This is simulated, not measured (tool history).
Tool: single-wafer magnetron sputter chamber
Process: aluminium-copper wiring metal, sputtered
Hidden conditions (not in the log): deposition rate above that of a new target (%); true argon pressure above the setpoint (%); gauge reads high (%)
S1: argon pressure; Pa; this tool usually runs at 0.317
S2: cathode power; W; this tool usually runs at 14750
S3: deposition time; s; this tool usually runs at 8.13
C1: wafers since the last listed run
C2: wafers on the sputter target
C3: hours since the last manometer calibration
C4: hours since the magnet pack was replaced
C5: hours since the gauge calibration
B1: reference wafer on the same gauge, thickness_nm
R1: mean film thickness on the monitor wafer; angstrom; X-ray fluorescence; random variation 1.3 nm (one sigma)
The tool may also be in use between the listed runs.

{"run": 1, "day": 0.0, "S1": 0.317, "S2": 14750, "S3": 8.13, "C1": 0, "C2": 1453, "C3": 1408.5, "C4": 5072.9, "C5": 1381.8, "B1": 200.076, "R1": 2220.7}
{"run": 2, "day": 2.671, "S1": 0.317, "S2": 14750, "S3": 8.13, "C1": 1447, "C2": 2900, "C3": 1472.6, "C4": 5137.0, "C5": 1445.9, "B1": 200.25, "R1": 2217.84}
{"run": 3, "day": 4.712, "S1": 0.317, "S2": 14750, "S3": 8.13, "C1": 1106, "C2": 4007, "C3": 1521.6, "C4": 5186.0, "C5": 1494.9, "B1": 199.752, "R1": 2209.41}
{"run": 4, "day": 5.717, "S1": 0.317, "S2": 14750, "S3": 8.13, "C1": 544, "C2": 4551, "C3": 1545.7, "C4": 5210.1, "C5": 1519.0, "B1": 199.813, "R1": 2215.26}
{"run": 5, "day": 7.588, "S1": 0.317, "S2": 14750, "S3": 8.13, "C1": 1013, "C2": 5565, "C3": 1590.6, "C4": 5255.0, "C5": 1563.9, "B1": 200.037, "R1": 2189.96}
{"run": 6, "day": 9.283, "S1": 0.317, "S2": 14750, "S3": 8.13, "C1": 918, "C2": 6483, "C3": 1631.3, "C4": 5295.7, "C5": 1604.6, "B1": 199.954, "R1": 2227.24}
{"run": 7, "day": 11.075, "S1": 0.317, "S2": 14750, "S3": 8.13, "C1": 970, "C2": 7454, "C3": 1674.3, "C4": 5338.7, "C5": 1647.6, "B1": 200.442, "R1": 2209.45}
{"run": 8, "day": 15.217, "S1": 0.317, "S2": 14750, "S3": 8.13, "C1": 2244, "C2": 9699, "C3": 1773.7, "C4": 5438.1, "C5": 1747.0, "B1": 200.124, "R1": 2194.45}
{"run": 9, "day": 17.729, "S1": 0.317, "S2": 14750, "S3": 8.13, "C1": 1361, "C2": 11060, "C3": 1834.0, "C4": 5498.4, "C5": 1807.3, "B1": 200.203, "R1": 2216.17}
{"day": 19.442, "done": "sputter target and shields replaced"}
{"run": 10, "day": 19.662, "S1": 0.317, "S2": 14750, "S3": 8.13, "C1": 867, "C2": 118, "C3": 1880.4, "C4": 5544.8, "C5": 1853.7, "B1": 199.859, "R1": 2206.53}
{"run": 11, "day": 21.667, "S1": 0.317, "S2": 14750, "S3": 8.13, "C1": 1086, "C2": 1204, "C3": 1928.5, "C4": 5592.9, "C5": 1901.8, "B1": 200.136, "R1": 2192.47}
{"run": 12, "day": 23.238, "S1": 0.317, "S2": 13100, "S3": 8.13, "C1": 851, "C2": 2055, "C3": 1966.2, "C4": 5630.6, "C5": 1939.5, "B1": 199.844, "R1": 1959.79}
{"run": 13, "day": 24.517, "S1": 0.233, "S2": 14750, "S3": 8.13, "C1": 693, "C2": 2749, "C3": 1996.9, "C4": 5661.3, "C5": 1970.2, "B1": 199.818, "R1": 2347.36}
{"run": 14, "day": 27.388, "S1": 0.317, "S2": 13500, "S3": 8.13, "C1": 1555, "C2": 4304, "C3": 2065.8, "C4": 5730.2, "C5": 2039.1, "B1": 199.792, "R1": 2015.79}
{"run": 15, "day": 29.25, "S1": 0.317, "S2": 13500, "S3": 8.13, "C1": 1009, "C2": 5313, "C3": 2110.5, "C4": 5774.9, "C5": 2083.8, "B1": 200.065, "R1": 2016.19}
{"run": 16, "day": 31.996, "S1": 0.211, "S2": 14750, "S3": 8.94, "C1": 1487, "C2": 6801, "C3": 2176.4, "C4": 5840.8, "C5": 2149.7, "B1": 199.967, "R1": 2618.46}
{"run": 17, "day": 34.267, "S1": 0.254, "S2": 11700, "S3": 8.13, "C1": 1230, "C2": 8032, "C3": 2230.9, "C4": 5895.3, "C5": 2204.2, "B1": 200.139, "R1": 1838.1}
{"run": 18, "day": 37.258, "S1": 0.214, "S2": 14750, "S3": 9.15, "C1": 1621, "C2": 9653, "C3": 2302.7, "C4": 5967.1, "C5": 2276.0, "B1": 200.187, "R1": 2690.0}
{"day": 39.638, "done": "magnet pack replaced"}
{"run": 19, "day": 39.979, "S1": 0.406, "S2": 14750, "S3": 8.13, "C1": 1293, "C2": 10947, "C3": 2368.0, "C4": 8.2, "C5": 2341.3, "B1": 199.96, "R1": 2064.21}
{"day": 40.721, "done": "sputter target and shields replaced"}
{"run": 20, "day": 42.258, "S1": 0.357, "S2": 12650, "S3": 9.72, "C1": 1054, "C2": 832, "C3": 2422.7, "C4": 62.9, "C5": 2396.0, "B1": 200.037, "R1": 2215.09}
{"day": 43.462, "done": "capacitance manometer re-zeroed and calibrated"}
{"run": 21, "day": 44.671, "S1": 0.219, "S2": 14750, "S3": 9.0, "C1": 1126, "C2": 1959, "C3": 29.0, "C4": 120.8, "C5": 2453.9, "B1": 199.762, "R1": 2706.76}
{"run": 22, "day": 46.388, "S1": 0.413, "S2": 13450, "S3": 8.13, "C1": 930, "C2": 2889, "C3": 70.2, "C4": 162.0, "C5": 2495.1, "B1": 200.271, "R1": 1959.92}
{"run": 23, "day": 47.417, "S1": 0.351, "S2": 14750, "S3": 8.13, "C1": 557, "C2": 3447, "C3": 94.9, "C4": 186.7, "C5": 2519.8, "B1": 200.331, "R1": 2236.88}
{"run": 24, "day": 48.638, "S1": 0.317, "S2": 14750, "S3": 8.13, "C1": 661, "C2": 4108, "C3": 124.2, "C4": 216.0, "C5": 2549.1, "B1": 200.031, "R1": 2283.28}
{"run": 25, "day": 50.417, "S1": 0.279, "S2": 15700, "S3": 7.57, "C1": 964, "C2": 5072, "C3": 166.9, "C4": 258.7, "C5": 2591.8, "B1": 199.498, "R1": 2338.16}
{"run": 26, "day": 58.85, "S1": 0.266, "S2": 11450, "S3": 8.13, "C1": 4569, "C2": 9642, "C3": 369.3, "C4": 461.1, "C5": 2794.2, "B1": 199.399, "R1": 1814.77}
{"day": 60.667, "done": "sputter target and shields replaced"}
{"run": 27, "day": 61.042, "S1": 0.197, "S2": 17250, "S3": 9.42, "C1": 1006, "C2": 202, "C3": 421.9, "C4": 513.7, "C5": 2846.8, "B1": 199.877, "R1": 3325.39}
{"run": 28, "day": 62.688, "S1": 0.317, "S2": 14750, "S3": 8.6, "C1": 891, "C2": 1094, "C3": 461.4, "C4": 553.2, "C5": 2886.3, "B1": 200.033, "R1": 2398.76}
{"day": 64.612, "done": "gauge calibrated"}
{"run": 29, "day": 65.425, "S1": 0.379, "S2": 14750, "S3": 8.13, "C1": 1483, "C2": 2577, "C3": 527.1, "C4": 618.9, "C5": 19.5, "B1": 200.099, "R1": 2173.14}
{"run": 30, "day": 70.692, "S1": 0.433, "S2": 13450, "S3": 7.48, "C1": 2853, "C2": 5431, "C3": 653.5, "C4": 745.3, "C5": 145.9, "B1": 200.049, "R1": 1746.45}
{"run": 31, "day": 76.75, "S1": 0.317, "S2": 14750, "S3": 8.13, "C1": 3282, "C2": 8714, "C3": 798.9, "C4": 890.7, "C5": 291.3, "B1": 200.116, "R1": 2245.68}
{"run": 32, "day": 78.604, "S1": 0.317, "S2": 16500, "S3": 7.53, "C1": 1004, "C2": 9719, "C3": 843.4, "C4": 935.2, "C5": 335.8, "B1": 199.79, "R1": 2326.14}
{"run": 33, "day": 81.479, "S1": 0.317, "S2": 14750, "S3": 8.13, "C1": 1557, "C2": 11277, "C3": 912.4, "C4": 1004.2, "C5": 404.8, "B1": 199.715, "R1": 2240.18}
{"day": 82.038, "done": "sputter target and shields replaced"}
{"run": 34, "day": 84.225, "S1": 0.375, "S2": 14750, "S3": 7.22, "C1": 1307, "C2": 1186, "C3": 978.3, "C4": 1070.1, "C5": 470.7, "B1": 200.173, "R1": 1915.19}
{"run": 35, "day": 86.771, "S1": 0.317, "S2": 14750, "S3": 7.53, "C1": 1379, "C2": 2565, "C3": 1039.4, "C4": 1131.2, "C5": 531.8, "B1": 199.628, "R1": 2059.93}

Predict each of these 3 candidate next runs independently; none follows another, all start after run 35:
{"run": "A", "day": 86.788, "S1": 0.317, "S2": 14750, "S3": 8.13, "C1": 9, "C2": 2574, "C3": 1039.8, "C4": 1131.6, "C5": 532.2, "B1": "?", "R1": "?"}
{"run": "B", "day": 86.788, "S1": 0.317, "S2": 14750, "S3": 7.4, "C1": 9, "C2": 2574, "C3": 1039.8, "C4": 1131.6, "C5": 532.2, "B1": "?", "R1": "?"}
{"run": "C", "day": 86.788, "S1": 0.317, "S2": 14750, "S3": 9.31, "C1": 9, "C2": 2574, "C3": 1039.8, "C4": 1131.6, "C5": 532.2, "B1": "?", "R1": "?"}

run=A B1=199.780 R1=2254.94
run=B B1=199.780 R1=2052.47
run=C B1=199.780 R1=2582.23
Without the tool's unlogged condition, the same runs would have read:
run=A R1=2297.11
run=B R1=2090.85
run=C R1=2630.52

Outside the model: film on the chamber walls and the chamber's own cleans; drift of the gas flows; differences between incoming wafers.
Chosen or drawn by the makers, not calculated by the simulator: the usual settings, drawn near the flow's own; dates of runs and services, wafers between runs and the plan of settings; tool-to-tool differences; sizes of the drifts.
